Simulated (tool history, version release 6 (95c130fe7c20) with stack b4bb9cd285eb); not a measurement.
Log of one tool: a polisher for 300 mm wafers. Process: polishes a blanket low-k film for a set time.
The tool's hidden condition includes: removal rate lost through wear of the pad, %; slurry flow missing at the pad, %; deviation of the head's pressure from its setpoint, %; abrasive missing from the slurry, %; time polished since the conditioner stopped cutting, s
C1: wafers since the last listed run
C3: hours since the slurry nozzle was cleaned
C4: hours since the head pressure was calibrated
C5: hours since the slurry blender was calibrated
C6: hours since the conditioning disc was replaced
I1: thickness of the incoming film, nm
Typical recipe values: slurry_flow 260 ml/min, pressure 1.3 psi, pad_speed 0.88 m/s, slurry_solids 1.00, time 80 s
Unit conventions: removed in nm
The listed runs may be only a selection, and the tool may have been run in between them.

{"run": 1, "hour": 0.0, "slurry_flow": 260, "pressure": 1.0, "pad_speed": 1.1, "slurry_solids": 1.0, "time": 80, "C1": 0, "wafers polished on this pad": 5433, "C3": 620.2, "C4": 352.9, "C5": 253.1, "C6": 468.7, "I1": 442.6, "removed": 16.6}
{"run": 2, "hour": 106.3, "slurry_flow": 240, "pressure": 1.3, "pad_speed": 0.88, "slurry_solids": 1.0, "time": 80, "C1": 1336, "wafers polished on this pad": 6769, "C3": 726.5, "C4": 459.2, "C5": 359.4, "C6": 575.0, "I1": 440.6, "removed": 18.7}
{"hour": 107.5, "done": "slurry nozzle cleaned"}
{"hour": 153.2, "done": "worn pad replaced by a new one"}
{"hour": 256.9, "done": "head pressure recalibrated"}
{"hour": 257.8, "done": "conditioning disc replaced and pad reconditioned"}
{"hour": 352.7, "done": "slurry blender recalibrated"}
{"run": 3, "hour": 380.0, "slurry_flow": 240, "pressure": 1.3, "pad_speed": 0.88, "slurry_solids": 1.0, "time": 80, "C1": 3315, "wafers polished on this pad": 2789, "C3": 272.5, "C4": 123.1, "C5": 27.3, "C6": 122.2, "I1": 439.9, "removed": 19.4}
{"run": 4, "hour": 462.6, "slurry_flow": 240, "pressure": 1.3, "pad_speed": 0.88, "slurry_solids": 1.0, "time": 80, "C1": 1038, "wafers polished on this pad": 3828, "C3": 355.1, "C4": 205.7, "C5": 109.9, "C6": 204.8, "I1": 440.8, "removed": 18.9}
{"run": 5, "hour": 562.8, "slurry_flow": 260, "pressure": 1.3, "pad_speed": 0.88, "slurry_solids": 1.0, "time": 80, "C1": 1259, "wafers polished on this pad": 5087, "C3": 455.3, "C4": 305.9, "C5": 210.1, "C6": 305.0, "I1": 440.5, "removed": 19.0}
{"run": 6, "hour": 616.9, "slurry_flow": 260, "pressure": 1.3, "pad_speed": 1.0, "slurry_solids": 1.0, "time": 80, "C1": 680, "wafers polished on this pad": 5767, "C3": 509.4, "C4": 360.0, "C5": 264.2, "C6": 359.1, "I1": 437.3, "removed": 20.3}
{"hour": 659.2, "done": "slurry nozzle cleaned"}
{"run": 7, "hour": 724.5, "slurry_flow": 260, "pressure": 1.1, "pad_speed": 0.88, "slurry_solids": 1.25, "time": 80, "C1": 1339, "wafers polished on this pad": 7107, "C3": 65.3, "C4": 467.6, "C5": 371.8, "C6": 466.7, "I1": 437.4, "removed": 17.4}
{"hour": 764.6, "done": "worn pad replaced by a new one"}
{"run": 8, "hour": 808.9, "slurry_flow": 260, "pressure": 0.8, "pad_speed": 1.16, "slurry_solids": 1.2, "time": 80, "C1": 1010, "wafers polished on this pad": 556, "C3": 149.7, "C4": 552.0, "C5": 456.2, "C6": 551.1, "I1": 435.8, "removed": 15.1}
{"run": 9, "hour": 864.1, "slurry_flow": 295, "pressure": 1.7, "pad_speed": 0.88, "slurry_solids": 1.0, "time": 80, "C1": 693, "wafers polished on this pad": 1250, "C3": 204.9, "C4": 607.2, "C5": 511.4, "C6": 606.3, "I1": 433.1, "removed": 25.4}
{"run": 10, "hour": 939.1, "slurry_flow": 260, "pressure": 1.5, "pad_speed": 0.8, "slurry_solids": 1.25, "time": 91, "C1": 942, "wafers polished on this pad": 2193, "C3": 279.9, "C4": 682.2, "C5": 586.4, "C6": 681.3, "I1": 445.8, "removed": 25.8}
{"hour": 973.8, "done": "conditioning disc replaced and pad reconditioned"}
{"hour": 977.0, "done": "head pressure recalibrated"}
{"run": 11, "hour": 1033.0, "slurry_flow": 260, "pressure": 0.9, "pad_speed": 0.74, "slurry_solids": 0.85, "time": 65, "C1": 1130, "wafers polished on this pad": 3323, "C3": 373.8, "C4": 56.0, "C5": 680.3, "C6": 59.2, "I1": 433.7, "removed": 9.0}
{"hour": 1039.5, "done": "slurry blender recalibrated"}
{"run": 12, "hour": 1094.3, "slurry_flow": 260, "pressure": 1.3, "pad_speed": 0.88, "slurry_solids": 1.0, "time": 80, "C1": 745, "wafers polished on this pad": 4068, "C3": 435.1, "C4": 117.3, "C5": 54.8, "C6": 120.5, "I1": 438.4, "removed": 18.6}
{"run": 13, "hour": 1154.7, "slurry_flow": 260, "pressure": 1.3, "pad_speed": 0.7, "slurry_solids": 1.0, "time": 80, "C1": 759, "wafers polished on this pad": 4827, "C3": 495.5, "C4": 177.7, "C5": 115.2, "C6": 180.9, "I1": 441.1, "removed": 16.6}
{"run": 14, "hour": 1230.2, "slurry_flow": 260, "pressure": 1.6, "pad_speed": 1.04, "slurry_solids": 1.25, "time": 100, "C1": 949, "wafers polished on this pad": 5776, "C3": 571.0, "C4": 253.2, "C5": 190.7, "C6": 256.4, "I1": 447.3, "removed": 33.8}
{"run": 15, "hour": 1308.5, "slurry_flow": 260, "pressure": 1.3, "pad_speed": 0.96, "slurry_solids": 1.0, "time": 80, "C1": 984, "wafers polished on this pad": 6761, "C3": 649.3, "C4": 331.5, "C5": 269.0, "C6": 334.7, "I1": 444.4, "removed": 19.5}
{"hour": 1374.2, "done": "slurry nozzle cleaned"}
{"run": 16, "hour": 1390.4, "slurry_flow": 260, "pressure": 1.3, "pad_speed": 0.88, "slurry_solids": 1.0, "time": 80, "C1": 1016, "wafers polished on this pad": 7777, "C3": 16.2, "C4": 413.4, "C5": 350.9, "C6": 416.6, "I1": 448.3, "removed": 18.4}
{"run": 17, "hour": 1433.2, "slurry_flow": 260, "pressure": 1.3, "pad_speed": 0.88, "slurry_solids": 1.0, "time": 80, "C1": 537, "wafers polished on this pad": 8315, "C3": 59.0, "C4": 456.2, "C5": 393.7, "C6": 459.4, "I1": 440.7, "removed": 18.4}
{"hour": 1443.6, "done": "worn pad replaced by a new one"}
{"run": 18, "hour": 1526.2, "slurry_flow": 260, "pressure": 1.2, "pad_speed": 0.88, "slurry_solids": 1.0, "time": 88, "C1": 1118, "wafers polished on this pad": 1038, "C3": 152.0, "C4": 549.2, "C5": 486.7, "C6": 552.4, "I1": 438.5, "removed": 19.9}
{"hour": 1548.7, "done": "head pressure recalibrated"}
{"hour": 1549.3, "done": "conditioning disc replaced and pad reconditioned"}
{"run": 19, "hour": 1576.0, "slurry_flow": 260, "pressure": 1.3, "pad_speed": 0.88, "slurry_solids": 0.85, "time": 80, "C1": 592, "wafers polished on this pad": 1630, "C3": 201.8, "C4": 27.3, "C5": 536.5, "C6": 26.7, "I1": 446.1, "removed": 18.2}
{"hour": 1618.2, "done": "slurry blender recalibrated"}
{"run": 20, "hour": 1646.0, "slurry_flow": 260, "pressure": 0.9, "pad_speed": 1.1, "slurry_solids": 0.75, "time": 93, "C1": 854, "wafers polished on this pad": 2485, "C3": 271.8, "C4": 97.3, "C5": 27.8, "C6": 96.7, "I1": 442.9, "removed": 15.6}
{"run": 21, "hour": 1718.2, "slurry_flow": 210, "pressure": 1.3, "pad_speed": 0.88, "slurry_solids": 0.75, "time": 80, "C1": 907, "wafers polished on this pad": 3392, "C3": 344.0, "C4": 169.5, "C5": 100.0, "C6": 168.9, "I1": 446.4, "removed": 16.5}
{"run": 22, "hour": 1767.8, "slurry_flow": 260, "pressure": 1.3, "pad_speed": 0.88, "slurry_solids": 1.0, "time": 80, "C1": 623, "wafers polished on this pad": 4016, "C3": 393.6, "C4": 219.1, "C5": 149.6, "C6": 218.5, "I1": 436.9, "removed": 19.0}
{"run": 23, "hour": 1824.9, "slurry_flow": 305, "pressure": 1.3, "pad_speed": 0.88, "slurry_solids": 0.85, "time": 80, "C1": 717, "wafers polished on this pad": 4733, "C3": 450.7, "C4": 276.2, "C5": 206.7, "C6": 275.6, "I1": 435.7, "removed": 17.9}
{"run": 24, "hour": 1901.1, "slurry_flow": 260, "pressure": 1.3, "pad_speed": 0.88, "slurry_solids": 1.0, "time": 80, "C1": 957, "wafers polished on this pad": 5691, "C3": 526.9, "C4": 352.4, "C5": 282.9, "C6": 351.8, "I1": 437.4, "removed": 18.9}
{"hour": 1966.0, "done": "slurry nozzle cleaned"}
{"hour": 2057.5, "done": "worn pad replaced by a new one"}
{"run": 25, "hour": 2183.4, "slurry_flow": 210, "pressure": 1.1, "pad_speed": 0.88, "slurry_solids": 1.1, "time": 80, "C1": 3485, "wafers polished on this pad": 1582, "C3": 217.4, "C4": 634.7, "C5": 565.2, "C6": 634.1, "I1": 448.6, "removed": 16.9}

Below are 4 alternative next runs, each starting from the tool's condition after run 25. Predict each:
{"run": "A", "hour": 2183.8, "slurry_flow": 260, "pressure": 1.1, "pad_speed": 0.88, "slurry_solids": 1.0, "time": 80, "C1": 5, "wafers polished on this pad": 1587, "C3": 217.8, "C4": 635.1, "C5": 565.6, "C6": 634.5, "I1": 432.2, "removed": "?"}
{"run": "B", "hour": 2183.8, "slurry_flow": 260, "pressure": 1.3, "pad_speed": 0.88, "slurry_solids": 1.25, "time": 67, "C1": 5, "wafers polished on this pad": 1587, "C3": 217.8, "C4": 635.1, "C5": 565.6, "C6": 634.5, "I1": 432.2, "removed": "?"}
{"run": "C", "hour": 2183.8, "slurry_flow": 220, "pressure": 1.3, "pad_speed": 0.88, "slurry_solids": 1.0, "time": 72, "C1": 5, "wafers polished on this pad": 1587, "C3": 217.8, "C4": 635.1, "C5": 565.6, "C6": 634.5, "I1": 432.2, "removed": "?"}
{"run": "D", "hour": 2183.8, "slurry_flow": 260, "pressure": 1.7, "pad_speed": 0.88, "slurry_solids": 1.2, "time": 97, "C1": 5, "wafers polished on this pad": 1587, "C3": 217.8, "C4": 635.1, "C5": 565.6, "C6": 634.5, "I1": 432.2, "removed": "?"}

run=A removed=16.2
run=B removed=17.4
run=C removed=17.0
run=D removed=32.5
Had the tool no hidden state, the same runs would have come out as:
run=A removed=16.8
run=B removed=18.1
run=C removed=17.6
run=D removed=33.7

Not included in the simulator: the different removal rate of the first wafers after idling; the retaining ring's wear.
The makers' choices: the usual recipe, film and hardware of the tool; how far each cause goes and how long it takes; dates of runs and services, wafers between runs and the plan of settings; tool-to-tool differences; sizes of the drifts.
